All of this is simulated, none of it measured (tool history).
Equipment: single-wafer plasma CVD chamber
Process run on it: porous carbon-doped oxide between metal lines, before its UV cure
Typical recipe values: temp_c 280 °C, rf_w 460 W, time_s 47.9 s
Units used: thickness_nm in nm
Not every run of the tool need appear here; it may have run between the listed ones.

run,day,temp_c,rf_w,time_s,"read-back reference wafer on the same gauge, thickness_nm",thickness_nm
1,0,280,520,40.2,254.902,227.41
2,0.575,280,520,40.2,255.183,228.146
3,0.829,280,520,40.2,254.971,227.031
4,1.383,280,460,47.9,254.906,246.621
5,1.929,280,460,47.9,254.979,246.206
6,2.279,280,515,47.9,255.086,267.471
7,2.592,280,515,47.9,255.031,266.778
8,3.333,280,460,47.9,254.817,247.733
# day 3.658: gauge calibrated
9,3.662,280,460,47.9,254.934,246.379
10,4.392,280,460,47.9,254.973,247.076
11,5.038,280,460,47.9,255.176,246.424
12,5.371,280,460,47.9,254.846,247.011
13,5.642,280,500,47.9,254.963,261.856
14,5.946,280,460,42.9,255.045,221.851
15,6.333,272,410,42.4,255.02,211.784
# day 7.238: RF generator calibrated
16,7.258,286,525,55.8,254.942,317.519
17,7.375,280,410,47.9,255.241,240.757
18,7.946,280,460,47.9,255.309,260.819
19,8.625,275,490,42.7,254.888,250.111
20,9.262,280,520,40.2,254.98,237.912
21,9.779,272,460,42.5,254.816,244.671
# day 10.383: showerhead replaced
22,10.5,286,540,51.2,255.103,295.839
23,10.821,292,460,47.9,254.693,240.281
24,11.121,280,460,47.9,255.098,259.593
25,11.504,288,425,47.9,255.093,232.923
# day 12.512: thermocouple changed; heater temperature recalibrated
26,12.533,275,435,52.6,254.937,282.761
27,12.642,284,550,47.9,255.25,282.691
28,13.354,280,460,47.9,254.845,256.793
29,14.004,280,515,47.9,254.862,276.1
30,15.575,280,460,47.9,254.693,257.993
31,15.925,295,410,47.9,255.057,215.121
32,16.346,284,375,47.9,255.028,216.074
33,16.675,280,460,47.9,254.961,255.699
34,17.258,280,460,47.9,255.011,256.923
35,17.517,280,460,47.9,254.759,254.924

Consider 3 possible next runs. They are alternatives, not a sequence: every one starts from the tool as it was left by run 35. What does each give?
A,17.533,280,460,44,?,?
B,17.533,269,490,47.9,?,?
C,17.533,270,460,55.7,?,?

run,"read-back reference wafer on the same gauge, thickness_nm",thickness_nm
A,254.988,236.134
B,254.988,287.952
C,254.988,318.022
The same runs, with their run-to-run variation unchanged, on a tool lacking any hidden condition would have given:
run,thickness_nm
A,240.837
B,293.241
C,324.355

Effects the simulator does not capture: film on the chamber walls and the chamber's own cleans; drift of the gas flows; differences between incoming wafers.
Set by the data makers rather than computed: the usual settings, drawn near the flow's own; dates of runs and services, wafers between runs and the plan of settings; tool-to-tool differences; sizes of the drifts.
